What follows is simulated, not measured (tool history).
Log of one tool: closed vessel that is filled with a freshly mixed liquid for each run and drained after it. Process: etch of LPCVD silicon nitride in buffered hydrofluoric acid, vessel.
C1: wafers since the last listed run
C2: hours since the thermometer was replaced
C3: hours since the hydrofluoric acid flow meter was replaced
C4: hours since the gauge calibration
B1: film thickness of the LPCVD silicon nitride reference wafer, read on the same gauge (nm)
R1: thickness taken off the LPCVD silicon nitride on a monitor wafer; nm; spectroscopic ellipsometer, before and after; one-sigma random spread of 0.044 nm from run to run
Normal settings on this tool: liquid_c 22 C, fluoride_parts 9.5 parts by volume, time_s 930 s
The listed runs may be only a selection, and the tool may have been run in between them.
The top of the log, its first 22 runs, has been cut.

run 23 hour=1129 | liquid_c=22 fluoride_parts=9.5 time_s=930 | C1=2176 C2=90.8 C3=156.4 C4=967.6 | B1=49.98 | R1=11.92
run 24 hour=1181.2 | liquid_c=23.5 fluoride_parts=9.5 time_s=705 | C1=3826 C2=143 C3=208.6 C4=1019.8 | B1=50 | R1=9.85
run 25 hour=1218.6 | liquid_c=22 fluoride_parts=9.5 time_s=930 | C1=2741 C2=180.4 C3=246 C4=1057.2 | B1=49.99 | R1=12.08
run 26 hour=1303.1 | liquid_c=18 fluoride_parts=12 time_s=1260 | C1=6193 C2=264.9 C3=330.5 C4=1141.7 | B1=49.99 | R1=10.59
run 27 hour=1369.2 | liquid_c=22 fluoride_parts=9.5 time_s=930 | C1=4845 C2=331 C3=396.6 C4=1207.8 | B1=50.02 | R1=12.12
-- hour=1430 gauge calibrated
run 28 hour=1441.7 | liquid_c=20 fluoride_parts=11.5 time_s=660 | C1=5314 C2=403.5 C3=469.1 C4=11.7 | B1=50.02 | R1=6.52
run 29 hour=1499.3 | liquid_c=22 fluoride_parts=9.5 time_s=930 | C1=4222 C2=461.1 C3=526.7 C4=69.3 | B1=50 | R1=12.03
run 30 hour=1525.1 | liquid_c=22 fluoride_parts=9.5 time_s=930 | C1=1891 C2=486.9 C3=552.5 C4=95.1 | B1=49.99 | R1=12.14
run 31 hour=1553.4 | liquid_c=22 fluoride_parts=9.5 time_s=930 | C1=2074 C2=515.2 C3=580.8 C4=123.4 | B1=49.99 | R1=12.13

Alternative continuations, all from the tool just after run 31; predict every row:
run A hour=1554.3 | liquid_c=22 fluoride_parts=13 time_s=930 | C1=65 C2=516.1 C3=581.7 C4=124.3 | B1=? | R1=?
run B hour=1554.3 | liquid_c=22 fluoride_parts=13 time_s=1090 | C1=65 C2=516.1 C3=581.7 C4=124.3 | B1=? | R1=?
run C hour=1554.3 | liquid_c=22 fluoride_parts=11 time_s=535 | C1=65 C2=516.1 C3=581.7 C4=124.3 | B1=? | R1=?
run D hour=1554.3 | liquid_c=18.5 fluoride_parts=13 time_s=930 | C1=65 C2=516.1 C3=581.7 C4=124.3 | B1=? | R1=?
run E hour=1554.3 | liquid_c=18 fluoride_parts=7 time_s=930 | C1=65 C2=516.1 C3=581.7 C4=124.3 | B1=? | R1=?

run=A B1=50 R1=9.21
run=B B1=50 R1=10.79
run=C B1=50 R1=6.24
run=D B1=50 R1=7.57
run=E B1=50 R1=13.31
What these runs would have given with no unlogged condition in the tool:
run=A R1=8.99
run=B R1=10.54
run=C R1=6.09
run=D R1=7.39
run=E R1=13.03
